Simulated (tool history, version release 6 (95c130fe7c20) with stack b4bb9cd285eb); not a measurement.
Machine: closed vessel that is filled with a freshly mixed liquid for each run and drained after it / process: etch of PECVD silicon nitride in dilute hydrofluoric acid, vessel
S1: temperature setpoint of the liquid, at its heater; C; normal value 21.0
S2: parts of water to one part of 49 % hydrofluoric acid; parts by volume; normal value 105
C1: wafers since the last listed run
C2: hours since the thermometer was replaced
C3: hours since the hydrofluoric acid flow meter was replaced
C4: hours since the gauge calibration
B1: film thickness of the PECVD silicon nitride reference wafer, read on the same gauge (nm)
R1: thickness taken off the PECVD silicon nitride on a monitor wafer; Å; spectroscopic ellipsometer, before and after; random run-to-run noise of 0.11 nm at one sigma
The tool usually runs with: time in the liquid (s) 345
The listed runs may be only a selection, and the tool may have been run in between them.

{"run": 1, "day": 0.0, "S1": 21.0, "S2": 105, "time in the liquid (s)": 345, "C1": 0, "C2": 2160.4, "C3": 65.3, "C4": 79.6, "B1": 121.36, "R1": 129.0}
{"run": 2, "day": 1.667, "S1": 21.0, "S2": 105, "time in the liquid (s)": 345, "C1": 2584, "C2": 2200.4, "C3": 105.3, "C4": 119.6, "B1": 121.32, "R1": 126.6}
{"run": 3, "day": 4.5, "S1": 21.0, "S2": 105, "time in the liquid (s)": 345, "C1": 4393, "C2": 2268.4, "C3": 173.3, "C4": 187.6, "B1": 121.39, "R1": 124.8}
{"run": 4, "day": 7.704, "S1": 21.0, "S2": 105, "time in the liquid (s)": 345, "C1": 4968, "C2": 2345.3, "C3": 250.2, "C4": 264.5, "B1": 121.42, "R1": 127.5}
{"day": 8.921, "done": "thermometer replaced"}
{"run": 5, "day": 10.888, "S1": 22.0, "S2": 105, "time in the liquid (s)": 345, "C1": 4871, "C2": 47.2, "C3": 326.6, "C4": 340.9, "B1": 121.44, "R1": 135.9}
{"run": 6, "day": 13.021, "S1": 22.0, "S2": 105, "time in the liquid (s)": 345, "C1": 3307, "C2": 98.4, "C3": 377.8, "C4": 392.1, "B1": 121.5, "R1": 136.2}
{"run": 7, "day": 14.888, "S1": 22.0, "S2": 105, "time in the liquid (s)": 345, "C1": 2894, "C2": 143.2, "C3": 422.6, "C4": 436.9, "B1": 121.51, "R1": 137.3}
{"run": 8, "day": 18.746, "S1": 18.0, "S2": 105, "time in the liquid (s)": 455, "C1": 5982, "C2": 235.8, "C3": 515.2, "C4": 529.5, "B1": 121.6, "R1": 138.0}
{"run": 9, "day": 20.354, "S1": 21.0, "S2": 105, "time in the liquid (s)": 270, "C1": 2493, "C2": 274.4, "C3": 553.8, "C4": 568.1, "B1": 121.62, "R1": 100.0}
{"run": 10, "day": 24.338, "S1": 21.0, "S2": 105, "time in the liquid (s)": 270, "C1": 6176, "C2": 370.0, "C3": 649.4, "C4": 663.7, "B1": 121.75, "R1": 98.5}
{"run": 11, "day": 27.058, "S1": 17.5, "S2": 65, "time in the liquid (s)": 430, "C1": 4218, "C2": 435.3, "C3": 714.7, "C4": 729.0, "B1": 121.79, "R1": 201.3}
{"run": 12, "day": 29.062, "S1": 21.0, "S2": 105, "time in the liquid (s)": 345, "C1": 3107, "C2": 483.4, "C3": 762.8, "C4": 777.1, "B1": 121.86, "R1": 127.1}
{"day": 30.254, "done": "hydrofluoric acid flow meter replaced"}
{"run": 13, "day": 30.875, "S1": 21.0, "S2": 55, "time in the liquid (s)": 545, "C1": 2745, "C2": 526.9, "C3": 14.9, "C4": 820.6, "B1": 121.93, "R1": 386.8}
{"run": 14, "day": 34.179, "S1": 24.0, "S2": 85, "time in the liquid (s)": 415, "C1": 5123, "C2": 606.2, "C3": 94.2, "C4": 899.9, "B1": 122.04, "R1": 231.9}
{"run": 15, "day": 36.092, "S1": 24.5, "S2": 80, "time in the liquid (s)": 255, "C1": 2965, "C2": 652.1, "C3": 140.1, "C4": 945.8, "B1": 122.07, "R1": 154.6}
{"run": 16, "day": 40.35, "S1": 19.0, "S2": 125, "time in the liquid (s)": 150, "C1": 6602, "C2": 754.3, "C3": 242.3, "C4": 1048.0, "B1": 122.28, "R1": 40.8}
{"run": 17, "day": 42.738, "S1": 18.5, "S2": 70, "time in the liquid (s)": 145, "C1": 3701, "C2": 811.6, "C3": 299.6, "C4": 1105.3, "B1": 122.38, "R1": 68.7}
{"run": 18, "day": 46.054, "S1": 21.0, "S2": 105, "time in the liquid (s)": 345, "C1": 5142, "C2": 891.2, "C3": 379.2, "C4": 1184.9, "B1": 122.57, "R1": 129.2}
{"run": 19, "day": 48.983, "S1": 21.0, "S2": 120, "time in the liquid (s)": 440, "C1": 4541, "C2": 961.5, "C3": 449.5, "C4": 1255.2, "B1": 122.67, "R1": 147.0}
{"run": 20, "day": 52.408, "S1": 17.5, "S2": 135, "time in the liquid (s)": 185, "C1": 5310, "C2": 1043.7, "C3": 531.7, "C4": 1337.4, "B1": 122.91, "R1": 42.4}
{"run": 21, "day": 54.329, "S1": 21.0, "S2": 105, "time in the liquid (s)": 345, "C1": 2978, "C2": 1089.8, "C3": 577.8, "C4": 1383.5, "B1": 122.97, "R1": 129.0}
{"run": 22, "day": 58.088, "S1": 17.0, "S2": 130, "time in the liquid (s)": 190, "C1": 5827, "C2": 1180.0, "C3": 668.0, "C4": 1473.7, "B1": 123.19, "R1": 43.9}
{"run": 23, "day": 62.392, "S1": 21.0, "S2": 105, "time in the liquid (s)": 345, "C1": 6673, "C2": 1283.3, "C3": 771.3, "C4": 1577.0, "B1": 123.45, "R1": 129.1}
{"day": 65.238, "done": "hydrofluoric acid flow meter replaced"}
{"run": 24, "day": 66.842, "S1": 17.5, "S2": 60, "time in the liquid (s)": 185, "C1": 6835, "C2": 1390.1, "C3": 38.5, "C4": 1683.8, "B1": 123.74, "R1": 93.5}
{"run": 25, "day": 70.425, "S1": 17.0, "S2": 105, "time in the liquid (s)": 345, "C1": 5555, "C2": 1476.1, "C3": 124.5, "C4": 1769.8, "B1": 123.99, "R1": 98.7}
{"run": 26, "day": 74.75, "S1": 21.0, "S2": 150, "time in the liquid (s)": 345, "C1": 6705, "C2": 1579.9, "C3": 228.3, "C4": 1873.6, "B1": 124.35, "R1": 93.0}
{"run": 27, "day": 78.712, "S1": 18.5, "S2": 65, "time in the liquid (s)": 345, "C1": 6143, "C2": 1675.0, "C3": 323.4, "C4": 1968.7, "B1": 124.64, "R1": 177.4}
{"run": 28, "day": 81.233, "S1": 23.5, "S2": 105, "time in the liquid (s)": 225, "C1": 3908, "C2": 1735.5, "C3": 383.9, "C4": 2029.2, "B1": 124.82, "R1": 100.7}
{"run": 29, "day": 84.804, "S1": 21.0, "S2": 105, "time in the liquid (s)": 230, "C1": 5536, "C2": 1821.2, "C3": 469.6, "C4": 2114.9, "B1": 125.16, "R1": 87.5}
{"run": 30, "day": 88.625, "S1": 21.0, "S2": 105, "time in the liquid (s)": 155, "C1": 5924, "C2": 1912.9, "C3": 561.3, "C4": 2206.6, "B1": 125.43, "R1": 59.6}
{"run": 31, "day": 90.929, "S1": 21.0, "S2": 105, "time in the liquid (s)": 245, "C1": 3572, "C2": 1968.2, "C3": 616.6, "C4": 2261.9, "B1": 125.66, "R1": 94.4}

Branching from run 31: 5 alternative next runs. What would each branch give?
{"run": "A", "day": 90.958, "S1": 21.0, "S2": 105, "time in the liquid (s)": 520, "C1": 45, "C2": 1968.9, "C3": 617.3, "C4": 2262.6, "B1": "?", "R1": "?"}
{"run": "B", "day": 90.958, "S1": 23.5, "S2": 70, "time in the liquid (s)": 445, "C1": 45, "C2": 1968.9, "C3": 617.3, "C4": 2262.6, "B1": "?", "R1": "?"}
{"run": "C", "day": 90.958, "S1": 17.0, "S2": 60, "time in the liquid (s)": 245, "C1": 45, "C2": 1968.9, "C3": 617.3, "C4": 2262.6, "B1": "?", "R1": "?"}
{"run": "D", "day": 90.958, "S1": 24.5, "S2": 135, "time in the liquid (s)": 145, "C1": 45, "C2": 1968.9, "C3": 617.3, "C4": 2262.6, "B1": "?", "R1": "?"}
{"run": "E", "day": 90.958, "S1": 17.5, "S2": 105, "time in the liquid (s)": 155, "C1": 45, "C2": 1968.9, "C3": 617.3, "C4": 2262.6, "B1": "?", "R1": "?"}

run=A B1=125.69 R1=200.8
run=B B1=125.69 R1=302.7
run=C B1=125.69 R1=123.8
run=D B1=125.69 R1=55.1
run=E B1=125.69 R1=47.1
Had the tool no hidden state, the same runs would have come out as:
run=A R1=191.8
run=B R1=289.0
run=C R1=118.2
run=D R1=52.6
run=E R1=45.0

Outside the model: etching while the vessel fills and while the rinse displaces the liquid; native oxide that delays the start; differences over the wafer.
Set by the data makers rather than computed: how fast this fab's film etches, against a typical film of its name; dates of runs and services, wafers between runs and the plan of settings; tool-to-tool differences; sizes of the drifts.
